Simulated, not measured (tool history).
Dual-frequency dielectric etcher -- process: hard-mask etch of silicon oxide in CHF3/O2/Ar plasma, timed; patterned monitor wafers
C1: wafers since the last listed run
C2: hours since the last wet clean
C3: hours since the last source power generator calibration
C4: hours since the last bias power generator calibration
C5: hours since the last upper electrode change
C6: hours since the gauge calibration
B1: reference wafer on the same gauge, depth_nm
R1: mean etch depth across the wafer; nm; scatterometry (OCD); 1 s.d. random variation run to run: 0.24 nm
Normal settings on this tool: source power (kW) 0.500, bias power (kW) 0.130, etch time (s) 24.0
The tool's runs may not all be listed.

Run 1, hour 0.0: usual settings; C1 0; C2 63.1; C3 2367.8; C4 3664.5; C5 2555.2; C6 472.1; B1 40.13. Result: R1 40.91 nm.
Run 2, hour 66.2: usual settings but bias power (kW) 0.119, etch time (s) 28.5; C1 1105; C2 129.3; C3 2434.0; C4 3730.7; C5 2621.4; C6 538.3; B1 40.31. Result: R1 47.52 nm.
At hour 90.5: gauge calibrated.
Run 3, hour 133.0: usual settings but bias power (kW) 0.119, etch time (s) 28.5; C1 1115; C2 196.1; C3 2500.8; C4 3797.5; C5 2688.2; C6 42.5; B1 39.68. Result: R1 46.06 nm.
Run 4, hour 174.8: usual settings but bias power (kW) 0.119, etch time (s) 28.5; C1 697; C2 237.9; C3 2542.6; C4 3839.3; C5 2730.0; C6 84.3; B1 39.62. Result: R1 46.20 nm.
Run 5, hour 221.6: usual settings; C1 781; C2 284.7; C3 2589.4; C4 3886.1; C5 2776.8; C6 131.1; B1 39.59. Result: R1 39.97 nm.
Run 6, hour 272.2: usual settings but source power (kW) 0.460, bias power (kW) 0.115; C1 844; C2 335.3; C3 2640.0; C4 3936.7; C5 2827.4; C6 181.7; B1 39.64. Result: R1 37.39 nm.
Run 7, hour 334.2: usual settings but source power (kW) 0.460, bias power (kW) 0.115; C1 1035; C2 397.3; C3 2702.0; C4 3998.7; C5 2889.4; C6 243.7; B1 39.76. Result: R1 37.68 nm.
At hour 383.0: source power generator calibrated.
Run 8, hour 404.2: usual settings but source power (kW) 0.460, bias power (kW) 0.115; C1 1101; C2 467.3; C3 21.2; C4 4068.7; C5 2959.4; C6 313.7; B1 39.85. Result: R1 38.10 nm.
At hour 464.1: wet clean of the chamber.
Run 9, hour 464.6: usual settings; C1 607; C2 0.5; C3 81.6; C4 4129.1; C5 3019.8; C6 374.1; B1 39.98. Result: R1 40.38 nm.
At hour 510.2: bias power generator calibrated.
Run 10, hour 510.7: usual settings but source power (kW) 0.470, bias power (kW) 0.106, etch time (s) 17.5; C1 702; C2 46.6; C3 127.7; C4 0.5; C5 3065.9; C6 420.2; B1 40.21. Result: R1 27.30 nm.
Run 11, hour 559.7: usual settings but etch time (s) 29.5; C1 818; C2 95.6; C3 176.7; C4 49.5; C5 3114.9; C6 469.2; B1 40.19. Result: R1 50.01 nm.
At hour 601.5: gauge calibrated.
Run 12, hour 624.0: usual settings but source power (kW) 0.550, etch time (s) 17.0; C1 1073; C2 159.9; C3 241.0; C4 113.8; C5 3179.2; C6 22.5; B1 39.26. Result: R1 29.51 nm.

Run 13 comes next. What will it give?
At hour 681.2: upper electrode replaced.
Run 13, hour 694.9: usual settings but source power (kW) 0.390, bias power (kW) 0.142, etch time (s) 17.0; C1 782; C2 230.8; C3 311.9; C4 184.7; C5 13.7; C6 93.4; B1 ?. Result: R1 ?.

{"run 13": {"B1": 39.39, "R1": 25.58}}
Had the tool carried no hidden state, the very same run would have given R1 25.61 nm.
